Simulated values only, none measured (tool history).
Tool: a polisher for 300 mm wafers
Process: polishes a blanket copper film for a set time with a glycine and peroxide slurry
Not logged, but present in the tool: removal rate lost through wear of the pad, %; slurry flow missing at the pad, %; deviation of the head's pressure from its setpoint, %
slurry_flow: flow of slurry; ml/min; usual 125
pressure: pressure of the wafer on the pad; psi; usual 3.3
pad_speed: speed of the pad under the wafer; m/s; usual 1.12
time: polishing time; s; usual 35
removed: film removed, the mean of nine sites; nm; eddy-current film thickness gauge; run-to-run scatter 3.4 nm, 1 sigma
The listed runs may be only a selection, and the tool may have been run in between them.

run     day  slurry_flow  pressure  pad_speed  time  wafers since the last listed run  wafers polished on this pad  hours since the slurry nozzle was cleaned  hours since the head pressure was calibrated  incoming thickness of the incoming film, nm  removed
  1       0          125       3.3       1.12    35                                 0                           93                                      223.3                                        1177.7                                       2027.9    234.5
  2   1.279          125       3.3       1.12    35                               371                          465                                        254                                        1208.4                                       2021.9      225
  3   3.862          125       3.3       1.12    35                               749                         1215                                        316                                        1270.4                                       2033.3    230.8
      5.354  -- slurry nozzle cleaned
  4   6.779          125       3.3        1.3    35                               834                         2049                                       34.2                                        1340.4                                       2008.8      264
      8.717  -- worn pad replaced by a new one
  5     9.2          125       3.3        1.3    35                               654                          139                                       92.3                                        1398.5                                       2029.5    259.9
  6   11.35          125       3.3        1.3    35                               624                          763                                      143.9                                        1450.1                                       2010.8      258
  7  14.058          125       3.3       1.12    35                               786                         1550                                      208.9                                        1515.1                                       2028.3    228.4
  8  16.196          125       3.3       1.12    35                               620                         2170                                      260.2                                        1566.4                                       2030.3    223.8
     16.992  -- worn pad replaced by a new one
  9  18.229          125       3.3       1.12    35                               541                          359                                        309                                        1615.2                                       2043.7    227.3
     18.883  -- head pressure recalibrated
 10  20.017          125       3.3       1.12    39                               494                          853                                      351.9                                          27.2                                       2014.4    248.3
     20.608  -- slurry nozzle cleaned
 11  22.067          125       3.3       1.12    35                               583                         1436                                         35                                          76.4                                       2030.7    212.1
 12  24.304          125       3.3       1.12    35                               649                         2086                                       88.7                                         130.1                                       2022.2    214.8
     26.238  -- worn pad replaced by a new one
 13  26.612          150       2.5       0.84    45                               621                          108                                      144.1                                         185.5                                       1983.5    184.3
     27.933  -- slurry nozzle cleaned, repeated, since the last time left the tool worse
 14  28.238          155         4       1.46    23                               459                          568                                        7.3                                         224.5                                       2027.7    227.2
 15  29.396          125       2.6       1.12    35                               336                          904                                       35.1                                         252.3                                       2049.6    198.9

What will run 16 give?
 16  31.462          125       3.3       1.28    35                               599                         1504                                       84.7                                         301.9                                         2015        ?

Run 16 yielded removed 256.5 nm.
Had the tool carried no hidden state, the very same run would have given removed 260.9 nm.
